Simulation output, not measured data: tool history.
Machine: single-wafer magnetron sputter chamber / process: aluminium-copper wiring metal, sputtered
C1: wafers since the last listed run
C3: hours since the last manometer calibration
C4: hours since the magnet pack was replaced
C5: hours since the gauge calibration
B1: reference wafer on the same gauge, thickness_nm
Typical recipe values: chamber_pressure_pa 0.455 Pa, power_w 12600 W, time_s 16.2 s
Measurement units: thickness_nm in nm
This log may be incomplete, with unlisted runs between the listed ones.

run 1 day=0.000 | chamber_pressure_pa=0.455 power_w=12600 time_s=16.2 | C1=0 wafers_on_the_sputter_target=2171 C3=1870.8 C4=11516.4 C5=47.4 | B1=413.041 | thickness_nm=397.621
run 2 day=1.608 | chamber_pressure_pa=0.455 power_w=12600 time_s=16.2 | C1=948 wafers_on_the_sputter_target=3119 C3=1909.4 C4=11555.0 C5=86.0 | B1=412.900 | thickness_nm=398.649
-- day=2.662 sputter target and shields replaced
run 3 day=3.500 | chamber_pressure_pa=0.455 power_w=12600 time_s=16.2 | C1=918 wafers_on_the_sputter_target=493 C3=1954.8 C4=11600.4 C5=131.4 | B1=413.434 | thickness_nm=396.481
run 4 day=5.117 | chamber_pressure_pa=0.455 power_w=12600 time_s=16.2 | C1=952 wafers_on_the_sputter_target=1446 C3=1993.6 C4=11639.2 C5=170.2 | B1=412.924 | thickness_nm=395.304
run 5 day=6.925 | chamber_pressure_pa=0.455 power_w=12600 time_s=16.2 | C1=1065 wafers_on_the_sputter_target=2512 C3=2037.0 C4=11682.6 C5=213.6 | B1=412.965 | thickness_nm=395.180
-- day=8.671 sputter target and shields replaced
run 6 day=8.692 | chamber_pressure_pa=0.455 power_w=12600 time_s=14.9 | C1=844 wafers_on_the_sputter_target=12 C3=2079.4 C4=11725.0 C5=256.0 | B1=412.478 | thickness_nm=362.230
-- day=11.596 capacitance manometer re-zeroed and calibrated
run 7 day=11.617 | chamber_pressure_pa=0.455 power_w=13300 time_s=16.2 | C1=1527 wafers_on_the_sputter_target=1540 C3=0.5 C4=11795.2 C5=326.2 | B1=412.784 | thickness_nm=402.440
run 8 day=12.996 | chamber_pressure_pa=0.455 power_w=13300 time_s=16.2 | C1=812 wafers_on_the_sputter_target=2353 C3=33.6 C4=11828.3 C5=359.3 | B1=413.205 | thickness_nm=404.773
run 9 day=14.858 | chamber_pressure_pa=0.455 power_w=12600 time_s=16.2 | C1=1097 wafers_on_the_sputter_target=3451 C3=78.3 C4=11873.0 C5=404.0 | B1=413.053 | thickness_nm=383.640
-- day=15.492 sputter target and shields replaced
-- day=16.533 magnet pack replaced
run 10 day=16.554 | chamber_pressure_pa=0.276 power_w=12600 time_s=18.7 | C1=606 wafers_on_the_sputter_target=429 C3=119.0 C4=0.5 C5=444.7 | B1=412.517 | thickness_nm=492.887
-- day=17.217 gauge calibrated
run 11 day=18.967 | chamber_pressure_pa=0.455 power_w=14900 time_s=17.1 | C1=1422 wafers_on_the_sputter_target=1851 C3=176.9 C4=58.4 C5=42.0 | B1=413.122 | thickness_nm=481.098
-- day=21.554 sputter target and shields replaced
run 12 day=21.575 | chamber_pressure_pa=0.455 power_w=12600 time_s=16.2 | C1=1341 wafers_on_the_sputter_target=11 C3=239.5 C4=121.0 C5=104.6 | B1=414.046 | thickness_nm=384.890
run 13 day=22.979 | chamber_pressure_pa=0.618 power_w=14000 time_s=13.2 | C1=827 wafers_on_the_sputter_target=838 C3=273.2 C4=154.7 C5=138.3 | B1=413.492 | thickness_nm=318.645
run 14 day=25.196 | chamber_pressure_pa=0.455 power_w=9800 time_s=18.7 | C1=1306 wafers_on_the_sputter_target=2145 C3=326.4 C4=207.9 C5=191.5 | B1=413.201 | thickness_nm=349.541
run 15 day=27.192 | chamber_pressure_pa=0.455 power_w=11700 time_s=13.5 | C1=1176 wafers_on_the_sputter_target=3321 C3=374.3 C4=255.8 C5=239.4 | B1=413.259 | thickness_nm=298.342

Run 16, settings as shown, results not yet in. Your forecast:
-- day=28.383 sputter target and shields replaced
run 16 day=28.404 | chamber_pressure_pa=0.455 power_w=12600 time_s=16.2 | C1=518 wafers_on_the_sputter_target=13 C3=403.4 C4=284.9 C5=268.5 | B1=? | thickness_nm=?

Run 16 measured B1 413.031, thickness_nm 389.234 nm.
If the tool had no hidden condition, the same run with the same run-to-run variation would have returned thickness_nm 379.834 nm.
